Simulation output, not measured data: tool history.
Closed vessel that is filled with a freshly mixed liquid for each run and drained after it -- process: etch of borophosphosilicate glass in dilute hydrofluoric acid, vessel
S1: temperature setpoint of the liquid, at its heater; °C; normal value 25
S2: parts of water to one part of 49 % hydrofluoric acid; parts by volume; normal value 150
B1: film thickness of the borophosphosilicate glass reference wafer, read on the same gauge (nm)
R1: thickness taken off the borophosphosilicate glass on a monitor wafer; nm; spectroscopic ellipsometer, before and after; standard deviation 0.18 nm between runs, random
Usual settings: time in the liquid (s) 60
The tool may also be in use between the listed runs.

{"run": 1, "day": 0.0, "S1": 25, "S2": 150, "time in the liquid (s)": 50, "B1": 140.05, "R1": 18.93}
{"run": 2, "day": 1.258, "S1": 25, "S2": 150, "time in the liquid (s)": 60, "B1": 140.03, "R1": 23.02}
{"run": 3, "day": 2.608, "S1": 25, "S2": 150, "time in the liquid (s)": 60, "B1": 140.03, "R1": 22.6}
{"run": 4, "day": 3.742, "S1": 25, "S2": 150, "time in the liquid (s)": 60, "B1": 139.98, "R1": 23.1}
{"run": 5, "day": 5.146, "S1": 25, "S2": 150, "time in the liquid (s)": 60, "B1": 139.97, "R1": 23}
{"run": 6, "day": 6.529, "S1": 25, "S2": 150, "time in the liquid (s)": 60, "B1": 140.01, "R1": 23.14}
{"run": 7, "day": 7.038, "S1": 25, "S2": 150, "time in the liquid (s)": 60, "B1": 139.98, "R1": 22.89}
{"day": 7.912, "done": "hydrofluoric acid flow meter replaced"}
{"run": 8, "day": 8.154, "S1": 21, "S2": 150, "time in the liquid (s)": 60, "B1": 140.01, "R1": 19.71}
{"day": 10.958, "done": "thermometer replaced"}
{"run": 9, "day": 11.812, "S1": 21, "S2": 150, "time in the liquid (s)": 60, "B1": 140.01, "R1": 18.67}
{"run": 10, "day": 13.133, "S1": 28, "S2": 150, "time in the liquid (s)": 60, "B1": 139.96, "R1": 24.53}
{"run": 11, "day": 13.65, "S1": 28, "S2": 150, "time in the liquid (s)": 60, "B1": 140.04, "R1": 24.37}
{"run": 12, "day": 14.938, "S1": 25, "S2": 150, "time in the liquid (s)": 60, "B1": 140.03, "R1": 21.83}
{"run": 13, "day": 16.425, "S1": 25, "S2": 150, "time in the liquid (s)": 45, "B1": 140.01, "R1": 16.56}
{"run": 14, "day": 16.942, "S1": 25, "S2": 150, "time in the liquid (s)": 45, "B1": 139.98, "R1": 16.4}
{"run": 15, "day": 17.858, "S1": 20.5, "S2": 80, "time in the liquid (s)": 70, "B1": 140.03, "R1": 44.24}
{"run": 16, "day": 18.696, "S1": 28, "S2": 150, "time in the liquid (s)": 60, "B1": 140.01, "R1": 24.82}
{"run": 17, "day": 19.421, "S1": 25, "S2": 90, "time in the liquid (s)": 85, "B1": 140.01, "R1": 56.38}
{"run": 18, "day": 20.142, "S1": 26.5, "S2": 150, "time in the liquid (s)": 35, "B1": 139.97, "R1": 13.64}
{"run": 19, "day": 21.017, "S1": 26.5, "S2": 150, "time in the liquid (s)": 60, "B1": 139.97, "R1": 23.25}
{"run": 20, "day": 21.754, "S1": 29, "S2": 90, "time in the liquid (s)": 50, "B1": 139.99, "R1": 38.4}
{"run": 21, "day": 22.871, "S1": 25, "S2": 150, "time in the liquid (s)": 95, "B1": 139.97, "R1": 34.74}
{"day": 23.192, "done": "gauge calibrated"}
{"run": 22, "day": 26.996, "S1": 23, "S2": 150, "time in the liquid (s)": 30, "B1": 139.98, "R1": 10.45}
{"run": 23, "day": 27.95, "S1": 25, "S2": 150, "time in the liquid (s)": 75, "B1": 139.97, "R1": 27.74}
{"run": 24, "day": 28.738, "S1": 22.5, "S2": 215, "time in the liquid (s)": 50, "B1": 140, "R1": 11.03}
{"run": 25, "day": 29.562, "S1": 30, "S2": 150, "time in the liquid (s)": 40, "B1": 139.99, "R1": 18.04}
{"run": 26, "day": 31.575, "S1": 25, "S2": 150, "time in the liquid (s)": 60, "B1": 140, "R1": 22.51}
{"run": 27, "day": 32.479, "S1": 25, "S2": 150, "time in the liquid (s)": 60, "B1": 139.96, "R1": 22.65}
{"run": 28, "day": 33.429, "S1": 20.5, "S2": 150, "time in the liquid (s)": 60, "B1": 139.97, "R1": 18.77}
{"run": 29, "day": 34.183, "S1": 25, "S2": 150, "time in the liquid (s)": 60, "B1": 140.01, "R1": 22.23}
{"run": 30, "day": 34.688, "S1": 27.5, "S2": 185, "time in the liquid (s)": 90, "B1": 140.01, "R1": 29}
{"run": 31, "day": 36.112, "S1": 23.5, "S2": 95, "time in the liquid (s)": 45, "B1": 139.99, "R1": 26.88}
{"run": 32, "day": 36.838, "S1": 28.5, "S2": 110, "time in the liquid (s)": 85, "B1": 139.99, "R1": 52.49}

What the log doesn't show, run by run:
hydrofluoric acid flow above the setpoint (%): 0 across all the runs
gauge reads high (%): 0 across all the runs
H1: liquid hotter than its thermometer reads (K)
run=1 H1=1.24
run=2 H1=1.27
run=3 H1=1.3
run=4 H1=1.32
run=5 H1=1.35
run=6 H1=1.38
run=7 H1=1.39
run=8 H1=1.42
run=9 H1=0.126
run=10 H1=0.155
run=11 H1=0.166
run=12 H1=0.194
run=13 H1=0.226
run=14 H1=0.237
run=15 H1=0.257
run=16 H1=0.275
run=17 H1=0.29
run=18 H1=0.306
run=19 H1=0.325
run=20 H1=0.34
run=21 H1=0.364
run=22 H1=0.453
run=23 H1=0.474
run=24 H1=0.491
run=25 H1=0.509
run=26 H1=0.552
run=27 H1=0.571
run=28 H1=0.592
run=29 H1=0.608
run=30 H1=0.619
run=31 H1=0.649
run=32 H1=0.665

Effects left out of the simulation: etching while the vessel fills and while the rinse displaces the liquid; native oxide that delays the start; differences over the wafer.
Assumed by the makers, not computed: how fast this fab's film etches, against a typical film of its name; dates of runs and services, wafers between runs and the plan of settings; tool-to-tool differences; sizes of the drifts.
